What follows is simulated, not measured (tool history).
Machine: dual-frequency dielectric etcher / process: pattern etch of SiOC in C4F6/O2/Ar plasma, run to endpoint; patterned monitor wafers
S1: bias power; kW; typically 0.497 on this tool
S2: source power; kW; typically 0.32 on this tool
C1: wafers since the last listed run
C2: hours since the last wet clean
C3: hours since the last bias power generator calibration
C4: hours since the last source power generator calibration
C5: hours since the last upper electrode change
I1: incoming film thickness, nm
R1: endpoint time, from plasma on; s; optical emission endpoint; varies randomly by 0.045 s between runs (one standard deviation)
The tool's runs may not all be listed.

{"run": 1, "hour": 0.0, "S1": 0.44, "S2": 0.34, "C1": 0, "C2": 366, "C3": 3060.5, "C4": 2713.1, "C5": 3294, "I1": 34.75, "R1": 13.2}
{"run": 2, "hour": 55.5, "S1": 0.44, "S2": 0.34, "C1": 1047, "C2": 421.5, "C3": 3116, "C4": 2768.6, "C5": 3349.5, "I1": 34.96, "R1": 13.3}
{"hour": 146.7, "done": "wet clean of the chamber"}
{"run": 3, "hour": 147.2, "S1": 0.497, "S2": 0.32, "C1": 1277, "C2": 0.5, "C3": 3207.7, "C4": 2860.3, "C5": 3441.2, "I1": 35.16, "R1": 13.1}
{"run": 4, "hour": 150.0, "S1": 0.497, "S2": 0.32, "C1": 52, "C2": 3.3, "C3": 3210.5, "C4": 2863.1, "C5": 3444, "I1": 35.43, "R1": 13.3}
{"run": 5, "hour": 188.6, "S1": 0.497, "S2": 0.32, "C1": 728, "C2": 41.9, "C3": 3249.1, "C4": 2901.7, "C5": 3482.6, "I1": 34.96, "R1": 13.1}
{"run": 6, "hour": 258.6, "S1": 0.497, "S2": 0.32, "C1": 1320, "C2": 111.9, "C3": 3319.1, "C4": 2971.7, "C5": 3552.6, "I1": 35.1, "R1": 13.2}
{"run": 7, "hour": 291.4, "S1": 0.497, "S2": 0.32, "C1": 618, "C2": 144.7, "C3": 3351.9, "C4": 3004.5, "C5": 3585.4, "I1": 35.62, "R1": 13.4}
{"run": 8, "hour": 317.5, "S1": 0.497, "S2": 0.32, "C1": 492, "C2": 170.8, "C3": 3378, "C4": 3030.6, "C5": 3611.5, "I1": 35.45, "R1": 13.3}
{"hour": 369.8, "done": "upper electrode replaced, of another model than before"}
{"run": 9, "hour": 370.3, "S1": 0.497, "S2": 0.32, "C1": 543, "C2": 223.6, "C3": 3430.8, "C4": 3083.4, "C5": 0.5, "I1": 35.18, "R1": 13.3}
{"run": 10, "hour": 376.7, "S1": 0.497, "S2": 0.32, "C1": 120, "C2": 230, "C3": 3437.2, "C4": 3089.8, "C5": 6.9, "I1": 35.25, "R1": 13.3}
{"run": 11, "hour": 414.0, "S1": 0.497, "S2": 0.32, "C1": 703, "C2": 267.3, "C3": 3474.5, "C4": 3127.1, "C5": 44.2, "I1": 35.24, "R1": 13.4}
{"run": 12, "hour": 451.5, "S1": 0.497, "S2": 0.32, "C1": 707, "C2": 304.8, "C3": 3512, "C4": 3164.6, "C5": 81.7, "I1": 35.23, "R1": 13.3}
{"run": 13, "hour": 511.3, "S1": 0.497, "S2": 0.32, "C1": 1128, "C2": 364.6, "C3": 3571.8, "C4": 3224.4, "C5": 141.5, "I1": 35.29, "R1": 13.4}
{"hour": 560.4, "done": "wet clean of the chamber"}
{"run": 14, "hour": 571.3, "S1": 0.394, "S2": 0.37, "C1": 679, "C2": 10.9, "C3": 3631.8, "C4": 3284.4, "C5": 201.5, "I1": 35.53, "R1": 14.4}
{"run": 15, "hour": 634.1, "S1": 0.497, "S2": 0.4, "C1": 1184, "C2": 73.7, "C3": 3694.6, "C4": 3347.2, "C5": 264.3, "I1": 34.96, "R1": 11.6}
{"hour": 656.4, "done": "bias power generator calibrated"}
{"run": 16, "hour": 692.4, "S1": 0.564, "S2": 0.37, "C1": 1024, "C2": 132, "C3": 36, "C4": 3405.5, "C5": 322.6, "I1": 35.51, "R1": 11.3}
{"run": 17, "hour": 738.0, "S1": 0.497, "S2": 0.36, "C1": 860, "C2": 177.6, "C3": 81.6, "C4": 3451.1, "C5": 368.2, "I1": 35.09, "R1": 12.4}
{"run": 18, "hour": 768.0, "S1": 0.557, "S2": 0.28, "C1": 565, "C2": 207.6, "C3": 111.6, "C4": 3481.1, "C5": 398.2, "I1": 35.54, "R1": 13.7}
{"run": 19, "hour": 819.0, "S1": 0.589, "S2": 0.26, "C1": 962, "C2": 258.6, "C3": 162.6, "C4": 3532.1, "C5": 449.2, "I1": 35.15, "R1": 13.9}
{"run": 20, "hour": 847.8, "S1": 0.58, "S2": 0.39, "C1": 543, "C2": 287.4, "C3": 191.4, "C4": 3560.9, "C5": 478, "I1": 35.31, "R1": 10.8}
{"run": 21, "hour": 910.3, "S1": 0.497, "S2": 0.32, "C1": 1179, "C2": 349.9, "C3": 253.9, "C4": 3623.4, "C5": 540.5, "I1": 35.23, "R1": 13.4}
{"hour": 954.8, "done": "wet clean of the chamber"}
{"run": 22, "hour": 964.3, "S1": 0.497, "S2": 0.32, "C1": 565, "C2": 9.5, "C3": 307.9, "C4": 3677.4, "C5": 594.5, "I1": 35.04, "R1": 13.3}
{"run": 23, "hour": 1017.2, "S1": 0.497, "S2": 0.32, "C1": 998, "C2": 62.4, "C3": 360.8, "C4": 3730.3, "C5": 647.4, "I1": 35.05, "R1": 13.4}
{"run": 24, "hour": 1043.2, "S1": 0.497, "S2": 0.32, "C1": 490, "C2": 88.4, "C3": 386.8, "C4": 3756.3, "C5": 673.4, "I1": 34.73, "R1": 13.3}
{"run": 25, "hour": 1156.2, "S1": 0.497, "S2": 0.32, "C1": 2131, "C2": 201.4, "C3": 499.8, "C4": 3869.3, "C5": 786.4, "I1": 34.96, "R1": 13.4}
{"hour": 1207.5, "done": "source power generator calibrated"}
{"run": 26, "hour": 1216.9, "S1": 0.497, "S2": 0.32, "C1": 1069, "C2": 262.1, "C3": 560.5, "C4": 9.4, "C5": 847.1, "I1": 35.16, "R1": 13}
{"run": 27, "hour": 1286.5, "S1": 0.425, "S2": 0.32, "C1": 1313, "C2": 331.7, "C3": 630.1, "C4": 79, "C5": 916.7, "I1": 35.36, "R1": 14.5}
{"run": 28, "hour": 1325.9, "S1": 0.426, "S2": 0.34, "C1": 743, "C2": 371.1, "C3": 669.5, "C4": 118.4, "C5": 956.1, "I1": 35.23, "R1": 13.9}
{"run": 29, "hour": 1364.6, "S1": 0.536, "S2": 0.27, "C1": 730, "C2": 409.8, "C3": 708.2, "C4": 157.1, "C5": 994.8, "I1": 35.07, "R1": 13.9}
{"run": 30, "hour": 1416.8, "S1": 0.427, "S2": 0.37, "C1": 984, "C2": 462, "C3": 760.4, "C4": 209.3, "C5": 1047, "I1": 35.6, "R1": 13.3}
{"hour": 1454.8, "done": "wet clean of the chamber"}
{"run": 31, "hour": 1459.0, "S1": 0.548, "S2": 0.39, "C1": 343, "C2": 4.2, "C3": 802.6, "C4": 251.5, "C5": 1089.2, "I1": 35.48, "R1": 10.8}
{"run": 32, "hour": 1510.7, "S1": 0.497, "S2": 0.32, "C1": 975, "C2": 55.9, "C3": 854.3, "C4": 303.2, "C5": 1140.9, "I1": 35.61, "R1": 13.1}
{"run": 33, "hour": 1561.2, "S1": 0.497, "S2": 0.38, "C1": 952, "C2": 106.4, "C3": 904.8, "C4": 353.7, "C5": 1191.4, "I1": 35.25, "R1": 11.6}
{"run": 34, "hour": 1606.1, "S1": 0.562, "S2": 0.36, "C1": 847, "C2": 151.3, "C3": 949.7, "C4": 398.6, "C5": 1236.3, "I1": 35.23, "R1": 11.1}
{"run": 35, "hour": 1648.0, "S1": 0.373, "S2": 0.38, "C1": 790, "C2": 193.2, "C3": 991.6, "C4": 440.5, "C5": 1278.2, "I1": 35.26, "R1": 14.3}
{"run": 36, "hour": 1676.0, "S1": 0.587, "S2": 0.36, "C1": 528, "C2": 221.2, "C3": 1019.6, "C4": 468.5, "C5": 1306.2, "I1": 35.15, "R1": 10.8}

Branching from run 36: 3 alternative next runs. What would each branch give?
{"run": "A", "hour": 1676.4, "S1": 0.602, "S2": 0.32, "C1": 7, "C2": 221.6, "C3": 1020, "C4": 468.9, "C5": 1306.6, "I1": 35.26, "R1": "?"}
{"run": "B", "hour": 1676.4, "S1": 0.561, "S2": 0.24, "C1": 7, "C2": 221.6, "C3": 1020, "C4": 468.9, "C5": 1306.6, "I1": 35.26, "R1": "?"}
{"run": "C", "hour": 1676.4, "S1": 0.406, "S2": 0.32, "C1": 7, "C2": 221.6, "C3": 1020, "C4": 468.9, "C5": 1306.6, "I1": 35.26, "R1": "?"}

run=A R1=11.6
run=B R1=15.1
run=C R1=15.1
The same runs, with their run-to-run variation unchanged, on a tool lacking any hidden condition would have given:
run=A R1=11.6
run=B R1=15.1
run=C R1=15.1
